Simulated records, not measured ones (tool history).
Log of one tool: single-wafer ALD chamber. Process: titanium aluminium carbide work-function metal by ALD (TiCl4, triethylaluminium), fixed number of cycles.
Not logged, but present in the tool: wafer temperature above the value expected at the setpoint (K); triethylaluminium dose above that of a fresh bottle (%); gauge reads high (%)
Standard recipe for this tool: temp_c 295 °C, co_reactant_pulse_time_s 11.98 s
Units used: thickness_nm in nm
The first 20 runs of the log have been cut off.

| run | day | temp_c | co_reactant_pulse_time_s | wafers since the last listed run | hours since the last thermocouple change | hours since the last triethylaluminium bottle change | hours since the showerhead was replaced | hours since the gauge calibration | read-back reference wafer on the same gauge, thickness_nm | thickness_nm |
|---|---|---|---|---|---|---|---|---|---|---|
| 21 | 19.771 | 295 | 14.24 | 185 | 316.2 | 243.1 | 29.9 | 37.3 | 1.600 | 1.893 |
| 22 | 20.729 | 295 | 11.98 | 222 | 339.2 | 266.1 | 52.9 | 60.3 | 1.600 | 1.877 |
| 23 | 21.292 | 295 | 13.32 | 130 | 352.7 | 279.6 | 66.4 | 73.8 | 1.600 | 1.881 |
| 24 | 21.954 | 306 | 15.29 | 153 | 368.6 | 295.5 | 82.3 | 89.7 | 1.601 | 1.976 |
| 25 | 23.388 | 291 | 10.21 | 332 | 403.0 | 329.9 | 116.7 | 124.1 | 1.598 | 1.800 |
| 26 | 24.546 | 295 | 9.05 | 268 | 430.8 | 357.7 | 144.5 | 151.9 | 1.601 | 1.782 |
| 27 | 26.038 | 285 | 15.84 | 346 | 466.6 | 393.5 | 180.3 | 187.7 | 1.602 | 1.828 |
| 28 | 27.188 | 291 | 13.65 | 266 | 494.2 | 421.1 | 207.9 | 215.3 | 1.600 | 1.855 |
| 29 | 27.888 | 306 | 11.98 | 162 | 511.0 | 437.9 | 224.7 | 232.1 | 1.599 | 1.940 |
| 30 | 28.458 | 302 | 9.96 | 132 | 524.7 | 451.6 | 238.4 | 245.8 | 1.601 | 1.857 |
| 31 | 28.992 | 291 | 9.83 | 123 | 537.5 | 464.4 | 251.2 | 258.6 | 1.598 | 1.768 |
| 32 | 29.975 | 308 | 15.83 | 228 | 561.1 | 488.0 | 274.8 | 282.2 | 1.599 | 1.986 |

Predict each of these 5 candidate next runs independently; none follows another, all start after run 32:
| A | 29.992 | 295 | 11.98 | 3 | 561.5 | 488.4 | 275.2 | 282.6 | ? | ? |
| B | 29.992 | 295 | 10.20 | 3 | 561.5 | 488.4 | 275.2 | 282.6 | ? | ? |
| C | 29.992 | 287 | 15.38 | 3 | 561.5 | 488.4 | 275.2 | 282.6 | ? | ? |
| D | 29.992 | 307 | 15.59 | 3 | 561.5 | 488.4 | 275.2 | 282.6 | ? | ? |
| E | 29.992 | 283 | 10.02 | 3 | 561.5 | 488.4 | 275.2 | 282.6 | ? | ? |

| run | read-back reference wafer on the same gauge, thickness_nm | thickness_nm |
|---|---|---|
| A | 1.602 | 1.846 |
| B | 1.602 | 1.801 |
| C | 1.602 | 1.821 |
| D | 1.602 | 1.969 |
| E | 1.602 | 1.712 |
With no hidden state in the tool, these same runs would have given:
| run | thickness_nm |
|---|---|
| A | 1.863 |
| B | 1.829 |
| C | 1.827 |
| D | 1.975 |
| E | 1.739 |
